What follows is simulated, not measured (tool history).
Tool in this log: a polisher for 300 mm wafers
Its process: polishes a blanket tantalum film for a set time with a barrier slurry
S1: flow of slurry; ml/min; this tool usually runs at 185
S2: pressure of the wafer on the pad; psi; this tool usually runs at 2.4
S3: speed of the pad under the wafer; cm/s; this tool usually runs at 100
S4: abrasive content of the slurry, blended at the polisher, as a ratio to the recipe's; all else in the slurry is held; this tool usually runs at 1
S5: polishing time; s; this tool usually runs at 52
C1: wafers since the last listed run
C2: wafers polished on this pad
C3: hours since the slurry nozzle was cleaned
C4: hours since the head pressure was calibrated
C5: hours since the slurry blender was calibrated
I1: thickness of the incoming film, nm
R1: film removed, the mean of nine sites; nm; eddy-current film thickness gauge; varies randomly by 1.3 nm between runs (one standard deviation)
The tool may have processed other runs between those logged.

run	hour	S1	S2	S3	S4	S5	C1	C2	C3	C4	C5	I1	R1
1	0	185	2.4	126	1	52	0	4074	448	222.6	121.1	299	117.4
# hour 101.4: worn pad replaced by a new one
2	297.3	185	2.4	100	1	52	3404	2274	745.3	519.9	418.4	298.6	97.6
# hour 311.2: slurry nozzle cleaned
# hour 324.4: slurry blender recalibrated
3	374.6	185	2.4	100	1	52	862	3137	63.4	597.2	50.2	297.1	100.8
4	415.3	185	2.4	100	1	52	472	3609	104.1	637.9	90.9	300.8	98.5
5	465.3	185	2.4	100	1	52	580	4190	154.1	687.9	140.9	296.4	101.7
# hour 489.6: head pressure recalibrated
6	573	185	2.4	82	1.2	52	1227	5417	261.8	83.4	248.6	298.1	94.1
# hour 588.1: worn pad replaced by a new one
7	627.3	185	2.4	82	1.2	52	583	454	316.1	137.7	302.9	295.9	92.6
8	703.7	185	2.4	82	1.2	52	886	1341	392.5	214.1	379.3	300.1	91.8
# hour 765.9: slurry blender recalibrated
9	794.7	135	2.9	100	1	52	1033	2374	483.5	305.1	28.8	300.4	110
10	900	135	2.9	100	1	52	1222	3597	588.8	410.4	134.1	299.5	108.7
11	951	135	2.9	100	1	52	592	4189	639.8	461.4	185.1	302.3	107.4
# hour 977: worn pad replaced by a new one
12	1046.9	185	2.4	100	1	52	1066	811	735.7	557.3	281	301.9	98.3
13	1091.3	185	2.4	100	1	52	515	1326	780.1	601.7	325.4	303.2	98.1
# hour 1096.2: slurry nozzle cleaned
14	1199.2	155	2.4	134	1	40	1240	2567	103	709.6	433.3	300.3	93.1
15	1248	185	2.4	100	1	52	566	3134	151.8	758.4	482.1	299.5	99.2
# hour 1253.6: slurry blender recalibrated
16	1284.2	185	2.7	126	0.8	52	397	3531	188	794.6	30.6	296.5	116
# hour 1306: head pressure recalibrated
17	1385.6	185	1.7	116	1.2	52	1153	4685	289.4	79.6	132	295.9	89.2
18	1454.2	135	2.8	100	0.75	58	796	5481	358	148.2	200.6	300.2	100.7
# hour 1460.9: worn pad replaced by a new one
19	1514.8	185	2.4	100	1	52	657	626	418.6	208.8	261.2	297.1	96.4
20	1590.3	185	3.1	100	1	52	876	1502	494.1	284.3	336.7	299.8	120.4
21	1685.9	185	2	122	1	61	1109	2612	589.7	379.9	432.3	296.5	115.1
# hour 1712.5: slurry blender recalibrated
22	1790.7	185	2.4	100	1	52	1193	3805	694.5	484.7	78.2	301.1	100.5
# hour 1797.6: slurry nozzle cleaned
23	1868.7	185	2.4	100	1	52	893	4699	71.1	562.7	156.2	303.7	98.7
24	1914.2	185	2.2	100	1	68	528	5228	116.6	608.2	201.7	299.2	119.5
# hour 1958.1: worn pad replaced by a new one
25	1988.1	210	2.4	100	1	52	811	348	190.5	682.1	275.6	301.4	103.1
26	2073.4	185	2.4	100	1	52	990	1338	275.8	767.4	360.9	301	99.4
# hour 2118.4: head pressure recalibrated
# hour 2168.7: slurry blender recalibrated
27	2169.2	185	2.6	100	1.2	36	1065	2404	371.6	50.8	0.5	295.8	78.5

Predict each of these 3 candidate next runs independently; none follows another, all start after run 27:
A	2169.6	185	2.9	100	1	52	4	2409	372	51.2	0.9	305.2	?
B	2169.6	245	2.4	100	1	45	4	2409	372	51.2	0.9	305.2	?
C	2169.6	185	1.9	100	1	52	4	2409	372	51.2	0.9	305.2	?

run	R1
A	114.8
B	87.5
C	79.9
The same runs, with their run-to-run variation unchanged, on a tool lacking any hidden condition would have given:
run	R1
A	114.8
B	87.5
C	79.9
